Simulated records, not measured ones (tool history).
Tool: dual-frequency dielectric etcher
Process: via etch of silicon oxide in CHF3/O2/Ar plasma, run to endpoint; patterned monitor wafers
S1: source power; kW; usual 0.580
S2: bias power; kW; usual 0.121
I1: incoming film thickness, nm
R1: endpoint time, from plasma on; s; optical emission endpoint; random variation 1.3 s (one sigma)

{"run": 1, "day": 0.0, "S1": 0.58, "S2": 0.121, "I1": 679.8, "R1": 412.6}
{"run": 2, "day": 2.629, "S1": 0.58, "S2": 0.14, "I1": 684.7, "R1": 395.5}
{"run": 3, "day": 3.783, "S1": 0.58, "S2": 0.14, "I1": 676.5, "R1": 391.6}
{"run": 4, "day": 4.925, "S1": 0.58, "S2": 0.131, "I1": 677.6, "R1": 402.7}
{"run": 5, "day": 7.021, "S1": 0.62, "S2": 0.121, "I1": 681.5, "R1": 407.7}
{"run": 6, "day": 8.504, "S1": 0.62, "S2": 0.121, "I1": 675.8, "R1": 403.4}
{"day": 12.333, "done": "wet clean of the chamber"}
{"run": 7, "day": 12.354, "S1": 0.58, "S2": 0.109, "I1": 684.2, "R1": 426.8}
{"run": 8, "day": 13.85, "S1": 0.58, "S2": 0.105, "I1": 678.4, "R1": 429.6}
{"run": 9, "day": 16.479, "S1": 0.58, "S2": 0.105, "I1": 674.7, "R1": 430.6}
{"run": 10, "day": 18.604, "S1": 0.63, "S2": 0.101, "I1": 672.6, "R1": 421.3}
{"run": 11, "day": 19.654, "S1": 0.58, "S2": 0.121, "I1": 684.7, "R1": 419.1}
{"run": 12, "day": 22.079, "S1": 0.58, "S2": 0.121, "I1": 684.8, "R1": 419.0}
{"run": 13, "day": 27.475, "S1": 0.58, "S2": 0.121, "I1": 682.7, "R1": 423.4}
{"day": 29.988, "done": "wet clean of the chamber"}
{"run": 14, "day": 30.008, "S1": 0.58, "S2": 0.121, "I1": 677.5, "R1": 409.2}
{"run": 15, "day": 31.529, "S1": 0.58, "S2": 0.121, "I1": 676.7, "R1": 412.9}
{"run": 16, "day": 32.883, "S1": 0.45, "S2": 0.103, "I1": 680.8, "R1": 483.8}
{"run": 17, "day": 35.488, "S1": 0.58, "S2": 0.101, "I1": 688.8, "R1": 446.1}
{"run": 18, "day": 38.479, "S1": 0.69, "S2": 0.112, "I1": 684.0, "R1": 402.8}
{"run": 19, "day": 39.6, "S1": 0.51, "S2": 0.149, "I1": 677.5, "R1": 407.8}
{"run": 20, "day": 42.354, "S1": 0.58, "S2": 0.14, "I1": 680.1, "R1": 397.9}
{"day": 44.654, "done": "upper electrode replaced"}
{"run": 21, "day": 45.071, "S1": 0.5, "S2": 0.102, "I1": 676.5, "R1": 468.6}
{"run": 22, "day": 46.125, "S1": 0.58, "S2": 0.121, "I1": 681.1, "R1": 421.1}
{"day": 47.354, "done": "wet clean of the chamber"}
{"run": 23, "day": 48.542, "S1": 0.47, "S2": 0.111, "I1": 680.9, "R1": 459.1}
{"day": 50.462, "done": "bias power generator calibrated"}
{"run": 24, "day": 50.95, "S1": 0.58, "S2": 0.121, "I1": 675.3, "R1": 413.5}
{"run": 25, "day": 52.092, "S1": 0.58, "S2": 0.121, "I1": 683.2, "R1": 421.9}
{"run": 26, "day": 53.733, "S1": 0.58, "S2": 0.105, "I1": 676.2, "R1": 435.2}
{"run": 27, "day": 55.346, "S1": 0.48, "S2": 0.109, "I1": 686.1, "R1": 471.4}
{"day": 56.817, "done": "source power generator calibrated"}
{"run": 28, "day": 57.712, "S1": 0.52, "S2": 0.105, "I1": 680.3, "R1": 457.3}
{"run": 29, "day": 58.833, "S1": 0.45, "S2": 0.141, "I1": 680.8, "R1": 440.4}
{"run": 30, "day": 60.412, "S1": 0.58, "S2": 0.121, "I1": 683.8, "R1": 425.3}
{"day": 63.838, "done": "wet clean of the chamber"}
{"run": 31, "day": 63.858, "S1": 0.67, "S2": 0.093, "I1": 676.5, "R1": 425.8}
{"run": 32, "day": 64.958, "S1": 0.58, "S2": 0.121, "I1": 688.2, "R1": 422.0}
{"run": 33, "day": 70.8, "S1": 0.68, "S2": 0.112, "I1": 682.5, "R1": 403.5}
{"run": 34, "day": 73.35, "S1": 0.51, "S2": 0.102, "I1": 680.3, "R1": 465.3}

Some steps in R1 between neighbouring runs. How much of each would the tool show without its hidden state too (settings, what came in, random variation), and how much is left for the hidden state, with any gauge scatter that isn't in both results?
The hidden state here: etch rate over this chamber's usual, %; source power that arrives over what is set, %; bias power that arrives over what is set, %.
Run 15 -> 16: S1 0.580 -> 0.450, S2 0.121 -> 0.103. R1 +70.9 s: hidden state +0.3, all else +70.6.
Run 20 -> 21: S1 0.580 -> 0.500, S2 0.140 -> 0.102, upper electrode replaced. R1 +70.7 s: hidden state +2.2, all else +68.5.
Run 22 -> 23: S1 0.580 -> 0.470, S2 0.121 -> 0.111, wet clean of the chamber. R1 +38.0 s: hidden state -9.9, all else +47.9.
Run 23 -> 24: S1 0.470 -> 0.580, S2 0.111 -> 0.121, bias power generator calibrated. R1 -45.6 s: hidden state +7.3, all else -52.9.
Run 30 -> 31: S1 0.580 -> 0.670, S2 0.121 -> 0.093, wet clean of the chamber. R1 +0.5 s: hidden state -5.6, all else +6.1.
Run 33 -> 34: S1 0.680 -> 0.510, S2 0.112 -> 0.102. R1 +61.8 s: hidden state +1.1, all else +60.7.
